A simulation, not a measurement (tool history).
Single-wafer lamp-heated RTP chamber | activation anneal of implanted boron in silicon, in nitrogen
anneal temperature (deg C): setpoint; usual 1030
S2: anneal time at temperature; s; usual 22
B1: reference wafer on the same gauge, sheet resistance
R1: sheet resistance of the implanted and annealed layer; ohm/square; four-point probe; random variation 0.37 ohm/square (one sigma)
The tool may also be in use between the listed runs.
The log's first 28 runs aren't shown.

run 29 hour=2261.9 | anneal_temperature_(deg_C)=1057 S2=34 | B1=202.87 | R1=243.33
run 30 hour=2320.9 | anneal_temperature_(deg_C)=1060 S2=22 | B1=202.83 | R1=244.51
-- hour=2363.9 pyrometer window cleaned and pyrometer calibrated
run 31 hour=2405.0 | anneal_temperature_(deg_C)=1030 S2=22 | B1=202.94 | R1=246.58
-- hour=2473.4 reflector plate cleaned
run 32 hour=2481.4 | anneal_temperature_(deg_C)=1030 S2=22 | B1=202.87 | R1=246.03
run 33 hour=2540.2 | anneal_temperature_(deg_C)=1030 S2=29 | B1=202.85 | R1=245.82
run 34 hour=2627.5 | anneal_temperature_(deg_C)=1030 S2=22 | B1=202.92 | R1=247.07
run 35 hour=2699.7 | anneal_temperature_(deg_C)=1046 S2=22 | B1=202.79 | R1=244.57
run 36 hour=2772.2 | anneal_temperature_(deg_C)=1006 S2=22 | B1=202.80 | R1=249.77

Forecast each of these 4 alternatives for the next run:
run A hour=2772.6 | anneal_temperature_(deg_C)=1030 S2=22 | B1=? | R1=?
run B hour=2772.6 | anneal_temperature_(deg_C)=1014 S2=26 | B1=? | R1=?
run C hour=2772.6 | anneal_temperature_(deg_C)=1002 S2=14 | B1=? | R1=?
run D hour=2772.6 | anneal_temperature_(deg_C)=1030 S2=14 | B1=? | R1=?

run=A B1=202.81 R1=246.60
run=B B1=202.81 R1=248.28
run=C B1=202.81 R1=253.24
run=D B1=202.81 R1=247.49
Without the tool's hidden state the same runs would have given:
run=A R1=246.84
run=B R1=248.52
run=C R1=253.49
run=D R1=247.73

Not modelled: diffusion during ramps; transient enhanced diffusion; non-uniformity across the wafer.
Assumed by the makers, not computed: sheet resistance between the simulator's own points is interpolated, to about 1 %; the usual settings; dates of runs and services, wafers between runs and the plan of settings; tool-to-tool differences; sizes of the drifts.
